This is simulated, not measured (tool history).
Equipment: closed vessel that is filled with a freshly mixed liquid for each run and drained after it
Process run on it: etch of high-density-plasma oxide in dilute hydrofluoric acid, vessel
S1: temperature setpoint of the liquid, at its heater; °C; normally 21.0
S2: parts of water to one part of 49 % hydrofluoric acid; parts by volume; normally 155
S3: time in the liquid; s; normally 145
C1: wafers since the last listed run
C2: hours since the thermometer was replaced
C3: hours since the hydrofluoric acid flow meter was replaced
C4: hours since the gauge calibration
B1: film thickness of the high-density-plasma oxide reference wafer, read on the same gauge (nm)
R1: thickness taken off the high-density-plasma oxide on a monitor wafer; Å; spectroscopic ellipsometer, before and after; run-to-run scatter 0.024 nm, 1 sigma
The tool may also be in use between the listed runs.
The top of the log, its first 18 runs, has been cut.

run 19 hour=480.4 | S1=21.0 S2=155 S3=145 | C1=3157 C2=159.1 C3=229.1 C4=340.0 | B1=149.99 | R1=74.5
run 20 hour=505.4 | S1=22.5 S2=195 S3=145 | C1=2384 C2=184.1 C3=254.1 C4=365.0 | B1=150.03 | R1=60.3
run 21 hour=519.0 | S1=21.0 S2=80 S3=100 | C1=1297 C2=197.7 C3=267.7 C4=378.6 | B1=150.02 | R1=108.2
run 22 hour=532.4 | S1=21.0 S2=85 S3=170 | C1=1278 C2=211.1 C3=281.1 C4=392.0 | B1=150.03 | R1=171.9
run 23 hour=559.3 | S1=18.0 S2=155 S3=145 | C1=2565 C2=238.0 C3=308.0 C4=418.9 | B1=150.01 | R1=66.0
run 24 hour=590.9 | S1=22.5 S2=125 S3=115 | C1=3014 C2=269.6 C3=339.6 C4=450.5 | B1=150.01 | R1=80.3
run 25 hour=608.3 | S1=25.0 S2=120 S3=100 | C1=1659 C2=287.0 C3=357.0 C4=467.9 | B1=150.00 | R1=80.2
run 26 hour=620.4 | S1=21.0 S2=155 S3=145 | C1=1154 C2=299.1 C3=369.1 C4=480.0 | B1=150.01 | R1=74.4
run 27 hour=649.2 | S1=21.0 S2=80 S3=100 | C1=2747 C2=327.9 C3=397.9 C4=508.8 | B1=150.03 | R1=107.0

What will run 28 give?
run 28 hour=745.3 | S1=21.0 S2=205 S3=90 | C1=9166 C2=424.0 C3=494.0 C4=604.9 | B1=? | R1=?

{"run 28": {"B1": 149.99, "R1": 32.8}}
The same run, on a tool lacking any hidden state, would have yielded R1 33.4 Å.
